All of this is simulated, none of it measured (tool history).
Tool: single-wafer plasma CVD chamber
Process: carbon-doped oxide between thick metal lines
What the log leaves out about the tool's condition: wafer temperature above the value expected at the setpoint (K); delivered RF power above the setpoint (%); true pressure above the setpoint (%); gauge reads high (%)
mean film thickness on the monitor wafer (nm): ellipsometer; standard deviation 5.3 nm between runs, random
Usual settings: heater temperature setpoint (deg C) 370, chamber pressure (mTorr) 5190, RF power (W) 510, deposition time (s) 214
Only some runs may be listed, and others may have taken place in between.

| run | hour | heater temperature setpoint (deg C) | chamber pressure (mTorr) | RF power (W) | deposition time (s) | wafers since the last listed run | hours since the last thermocouple change | hours since the last RF generator calibration | hours since the last manometer calibration | hours since the showerhead was replaced | hours since the gauge calibration | read-back reference wafer on the same gauge, thickness_nm | mean film thickness on the monitor wafer (nm) |
|---|---|---|---|---|---|---|---|---|---|---|---|---|---|
| 1 | 0.0 | 370 | 5190 | 565 | 214 | 0 | 1663.0 | 1515.2 | 1991.2 | 6031.2 | 2203.2 | 993.252 | 1014.904 |
| 2 | 96.1 | 370 | 5190 | 565 | 214 | 552 | 1759.1 | 1611.3 | 2087.3 | 6127.3 | 2299.3 | 993.884 | 1008.006 |
| 3 | 202.8 | 370 | 5190 | 565 | 214 | 613 | 1865.8 | 1718.0 | 2194.0 | 6234.0 | 2406.0 | 990.983 | 1006.311 |
| 4 | 249.8 | 370 | 5190 | 510 | 214 | 270 | 1912.8 | 1765.0 | 2241.0 | 6281.0 | 2453.0 | 991.781 | 932.960 |
|  | 292.8 | RF generator calibrated |
| 5 | 312.3 | 370 | 5190 | 450 | 214 | 313 | 1975.3 | 19.5 | 2303.5 | 6343.5 | 2515.5 | 992.688 | 859.082 |
|  | 421.1 | capacitance manometer re-zeroed and calibrated |
| 6 | 508.5 | 379 | 5190 | 510 | 214 | 1081 | 2171.5 | 215.7 | 87.4 | 6539.7 | 2711.7 | 992.837 | 931.023 |
|  | 578.6 | gauge calibrated |
| 7 | 603.2 | 379 | 5190 | 510 | 214 | 544 | 2266.2 | 310.4 | 182.1 | 6634.4 | 24.6 | 992.204 | 932.834 |
| 8 | 700.4 | 379 | 5190 | 510 | 214 | 558 | 2363.4 | 407.6 | 279.3 | 6731.6 | 121.8 | 990.679 | 930.342 |
|  | 751.1 | thermocouple changed; heater temperature recalibrated |
| 9 | 758.5 | 370 | 5190 | 510 | 214 | 288 | 7.4 | 465.7 | 337.4 | 6789.7 | 179.9 | 991.822 | 944.278 |
| 10 | 825.3 | 370 | 5190 | 510 | 214 | 384 | 74.2 | 532.5 | 404.2 | 6856.5 | 246.7 | 991.981 | 936.829 |
| 11 | 910.7 | 360 | 5190 | 510 | 214 | 490 | 159.6 | 617.9 | 489.6 | 6941.9 | 332.1 | 993.904 | 967.735 |
| 12 | 957.1 | 370 | 5830 | 510 | 214 | 266 | 206.0 | 664.3 | 536.0 | 6988.3 | 378.5 | 991.588 | 956.760 |
| 13 | 1058.2 | 370 | 5190 | 510 | 214 | 581 | 307.1 | 765.4 | 637.1 | 7089.4 | 479.6 | 989.739 | 943.384 |
| 14 | 1133.1 | 370 | 5190 | 510 | 214 | 430 | 382.0 | 840.3 | 712.0 | 7164.3 | 554.5 | 991.991 | 939.097 |
|  | 1194.6 | showerhead replaced |
| 15 | 1240.1 | 370 | 4150 | 470 | 176 | 569 | 489.0 | 947.3 | 819.0 | 45.5 | 661.5 | 991.858 | 696.805 |
| 16 | 1460.9 | 370 | 5190 | 510 | 214 | 1269 | 709.8 | 1168.1 | 1039.8 | 266.3 | 882.3 | 992.166 | 932.582 |
| 17 | 1510.3 | 370 | 5190 | 510 | 214 | 284 | 759.2 | 1217.5 | 1089.2 | 315.7 | 931.7 | 992.108 | 939.463 |
| 18 | 1576.0 | 384 | 5190 | 510 | 214 | 377 | 824.9 | 1283.2 | 1154.9 | 381.4 | 997.4 | 992.039 | 905.643 |
| 19 | 1653.2 | 370 | 5190 | 510 | 214 | 443 | 902.1 | 1360.4 | 1232.1 | 458.6 | 1074.6 | 992.629 | 935.081 |
|  | 1701.3 | RF generator calibrated |
| 20 | 1724.1 | 362 | 5190 | 510 | 214 | 361 | 973.0 | 22.8 | 1303.0 | 529.5 | 1145.5 | 991.928 | 983.937 |
| 21 | 1782.7 | 370 | 5190 | 510 | 214 | 336 | 1031.6 | 81.4 | 1361.6 | 588.1 | 1204.1 | 991.980 | 962.760 |
| 22 | 1856.7 | 362 | 4830 | 550 | 246 | 425 | 1105.6 | 155.4 | 1435.6 | 662.1 | 1278.1 | 991.529 | 1191.034 |
| 23 | 1960.3 | 370 | 5190 | 510 | 214 | 595 | 1209.2 | 259.0 | 1539.2 | 765.7 | 1381.7 | 993.586 | 950.437 |
| 24 | 2016.9 | 376 | 5190 | 510 | 214 | 325 | 1265.8 | 315.6 | 1595.8 | 822.3 | 1438.3 | 992.333 | 937.166 |
| 25 | 2085.5 | 358 | 5190 | 510 | 214 | 394 | 1334.4 | 384.2 | 1664.4 | 890.9 | 1506.9 | 992.859 | 971.909 |
| 26 | 2178.3 | 370 | 4370 | 510 | 229 | 533 | 1427.2 | 477.0 | 1757.2 | 983.7 | 1599.7 | 990.771 | 993.716 |
| 27 | 2215.1 | 370 | 5190 | 510 | 235 | 211 | 1464.0 | 513.8 | 1794.0 | 1020.5 | 1636.5 | 992.216 | 1047.113 |
| 28 | 2283.2 | 380 | 4380 | 460 | 214 | 391 | 1532.1 | 581.9 | 1862.1 | 1088.6 | 1704.6 | 991.471 | 835.791 |
| 29 | 2386.2 | 370 | 5190 | 510 | 214 | 592 | 1635.1 | 684.9 | 1965.1 | 1191.6 | 1807.6 | 992.872 | 941.297 |

Alternative continuations, all from the tool just after run 29; predict every row:
| A | 2386.7 | 370 | 6040 | 510 | 214 | 2 | 1635.6 | 685.4 | 1965.6 | 1192.1 | 1808.1 | ? | ? |
| B | 2386.7 | 355 | 5190 | 510 | 250 | 2 | 1635.6 | 685.4 | 1965.6 | 1192.1 | 1808.1 | ? | ? |
| C | 2386.7 | 360 | 4740 | 510 | 237 | 2 | 1635.6 | 685.4 | 1965.6 | 1192.1 | 1808.1 | ? | ? |

| run | read-back reference wafer on the same gauge, thickness_nm | mean film thickness on the monitor wafer (nm) |
|---|---|---|
| A | 992.608 | 957.194 |
| B | 992.608 | 1144.424 |
| C | 992.608 | 1059.123 |
Stripped of hidden state, with their random variation kept, the same runs would have yielded:
| run | mean film thickness on the monitor wafer (nm) |
|---|---|
| A | 982.375 |
| B | 1174.531 |
| C | 1086.986 |
